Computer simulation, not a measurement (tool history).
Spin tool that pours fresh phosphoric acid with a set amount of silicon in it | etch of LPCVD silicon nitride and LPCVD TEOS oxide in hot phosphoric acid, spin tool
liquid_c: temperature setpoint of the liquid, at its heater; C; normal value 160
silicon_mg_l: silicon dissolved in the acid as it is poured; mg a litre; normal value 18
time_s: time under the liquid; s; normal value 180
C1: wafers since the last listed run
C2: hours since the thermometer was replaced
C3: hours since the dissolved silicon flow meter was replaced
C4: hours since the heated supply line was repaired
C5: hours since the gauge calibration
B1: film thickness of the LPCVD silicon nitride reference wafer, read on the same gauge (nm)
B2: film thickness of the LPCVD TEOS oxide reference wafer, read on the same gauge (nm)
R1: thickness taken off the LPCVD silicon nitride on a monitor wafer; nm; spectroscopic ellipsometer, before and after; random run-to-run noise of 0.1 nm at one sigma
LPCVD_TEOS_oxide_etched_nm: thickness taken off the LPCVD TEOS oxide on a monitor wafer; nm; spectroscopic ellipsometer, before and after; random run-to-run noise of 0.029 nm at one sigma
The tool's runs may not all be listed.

{"run": 1, "hour": 0.0, "liquid_c": 160, "silicon_mg_l": 18, "time_s": 180, "C1": 0, "C2": 852.7, "C3": 418.4, "C4": 2237.5, "C5": 336.9, "B1": 119.99, "B2": 70.007, "R1": 17.16, "LPCVD_TEOS_oxide_etched_nm": 0.354}
{"run": 2, "hour": 7.7, "liquid_c": 160, "silicon_mg_l": 18, "time_s": 180, "C1": 70, "C2": 860.4, "C3": 426.1, "C4": 2245.2, "C5": 344.6, "B1": 120, "B2": 70.024, "R1": 17.22, "LPCVD_TEOS_oxide_etched_nm": 0.378}
{"run": 3, "hour": 24.8, "liquid_c": 160, "silicon_mg_l": 18, "time_s": 180, "C1": 156, "C2": 877.5, "C3": 443.2, "C4": 2262.3, "C5": 361.7, "B1": 119.98, "B2": 69.995, "R1": 16.99, "LPCVD_TEOS_oxide_etched_nm": 0.395}
{"run": 4, "hour": 32.1, "liquid_c": 160, "silicon_mg_l": 18, "time_s": 180, "C1": 66, "C2": 884.8, "C3": 450.5, "C4": 2269.6, "C5": 369, "B1": 120.03, "B2": 69.999, "R1": 17.16, "LPCVD_TEOS_oxide_etched_nm": 0.375}
{"run": 5, "hour": 41.1, "liquid_c": 160, "silicon_mg_l": 22.5, "time_s": 180, "C1": 82, "C2": 893.8, "C3": 459.5, "C4": 2278.6, "C5": 378, "B1": 119.98, "B2": 69.996, "R1": 17.2, "LPCVD_TEOS_oxide_etched_nm": 0.336}
{"hour": 51.7, "done": "dissolved silicon flow meter replaced"}
{"hour": 62.3, "done": "heated supply line repaired"}
{"run": 6, "hour": 81.9, "liquid_c": 160, "silicon_mg_l": 18, "time_s": 180, "C1": 355, "C2": 934.6, "C3": 30.2, "C4": 19.6, "C5": 418.8, "B1": 120.01, "B2": 69.98, "R1": 17.24, "LPCVD_TEOS_oxide_etched_nm": 0.423}
{"run": 7, "hour": 90.6, "liquid_c": 161, "silicon_mg_l": 29.5, "time_s": 265, "C1": 79, "C2": 943.3, "C3": 38.9, "C4": 28.3, "C5": 427.5, "B1": 120.01, "B2": 70.007, "R1": 26.09, "LPCVD_TEOS_oxide_etched_nm": 0.405}
{"run": 8, "hour": 106.6, "liquid_c": 160, "silicon_mg_l": 18, "time_s": 180, "C1": 146, "C2": 959.3, "C3": 54.9, "C4": 44.3, "C5": 443.5, "B1": 120, "B2": 69.995, "R1": 17.32, "LPCVD_TEOS_oxide_etched_nm": 0.392}
{"run": 9, "hour": 120.3, "liquid_c": 160, "silicon_mg_l": 18, "time_s": 180, "C1": 125, "C2": 973, "C3": 68.6, "C4": 58, "C5": 457.2, "B1": 119.98, "B2": 69.983, "R1": 17.11, "LPCVD_TEOS_oxide_etched_nm": 0.347}
{"run": 10, "hour": 127.6, "liquid_c": 161, "silicon_mg_l": 26.5, "time_s": 80, "C1": 66, "C2": 980.3, "C3": 75.9, "C4": 65.3, "C5": 464.5, "B1": 120.02, "B2": 70.006, "R1": 7.87, "LPCVD_TEOS_oxide_etched_nm": 0.141}
{"run": 11, "hour": 133.7, "liquid_c": 160, "silicon_mg_l": 18, "time_s": 180, "C1": 55, "C2": 986.4, "C3": 82, "C4": 71.4, "C5": 470.6, "B1": 119.99, "B2": 69.993, "R1": 17.31, "LPCVD_TEOS_oxide_etched_nm": 0.407}
{"hour": 141.2, "done": "gauge calibrated"}
{"run": 12, "hour": 146.9, "liquid_c": 161, "silicon_mg_l": 14, "time_s": 240, "C1": 121, "C2": 999.6, "C3": 95.2, "C4": 84.6, "C5": 5.7, "B1": 120.01, "B2": 70.002, "R1": 23.68, "LPCVD_TEOS_oxide_etched_nm": 0.605}
{"run": 13, "hour": 154.6, "liquid_c": 157, "silicon_mg_l": 4.5, "time_s": 110, "C1": 70, "C2": 1007.3, "C3": 102.9, "C4": 92.3, "C5": 13.4, "B1": 120.01, "B2": 69.994, "R1": 9.61, "LPCVD_TEOS_oxide_etched_nm": 0.273}
{"run": 14, "hour": 163.3, "liquid_c": 160, "silicon_mg_l": 18, "time_s": 180, "C1": 79, "C2": 1016, "C3": 111.6, "C4": 101, "C5": 22.1, "B1": 120.06, "B2": 70.01, "R1": 17.11, "LPCVD_TEOS_oxide_etched_nm": 0.41}
{"hour": 171.8, "done": "thermometer replaced"}
{"run": 15, "hour": 175.1, "liquid_c": 160, "silicon_mg_l": 25, "time_s": 180, "C1": 99, "C2": 3.3, "C3": 123.4, "C4": 112.8, "C5": 33.9, "B1": 119.99, "B2": 70.006, "R1": 17.13, "LPCVD_TEOS_oxide_etched_nm": 0.331}
{"run": 16, "hour": 183.6, "liquid_c": 158, "silicon_mg_l": 23, "time_s": 265, "C1": 77, "C2": 11.8, "C3": 131.9, "C4": 121.3, "C5": 42.4, "B1": 119.98, "B2": 69.985, "R1": 23.52, "LPCVD_TEOS_oxide_etched_nm": 0.469}
{"run": 17, "hour": 200.0, "liquid_c": 161.5, "silicon_mg_l": 28.5, "time_s": 245, "C1": 150, "C2": 28.2, "C3": 148.3, "C4": 137.7, "C5": 58.8, "B1": 120, "B2": 69.973, "R1": 24.61, "LPCVD_TEOS_oxide_etched_nm": 0.384}
{"run": 18, "hour": 210.8, "liquid_c": 157, "silicon_mg_l": 18, "time_s": 180, "C1": 99, "C2": 39, "C3": 159.1, "C4": 148.5, "C5": 69.6, "B1": 119.99, "B2": 70.006, "R1": 15.59, "LPCVD_TEOS_oxide_etched_nm": 0.292}

Expected results for the next run?
{"run": 19, "hour": 225.4, "liquid_c": 160, "silicon_mg_l": 8.5, "time_s": 285, "C1": 133, "C2": 53.6, "C3": 173.7, "C4": 163.1, "C5": 84.2, "B1": "?", "B2": "?", "R1": "?", "LPCVD_TEOS_oxide_etched_nm": "?"}

B1: 120.01
B2: 70.007
R1: 27.43 nm
LPCVD_TEOS_oxide_etched_nm: 0.719 nm
Without the tool's hidden state the same run would have given R1 27.43 nm, LPCVD_TEOS_oxide_etched_nm 0.719 nm.
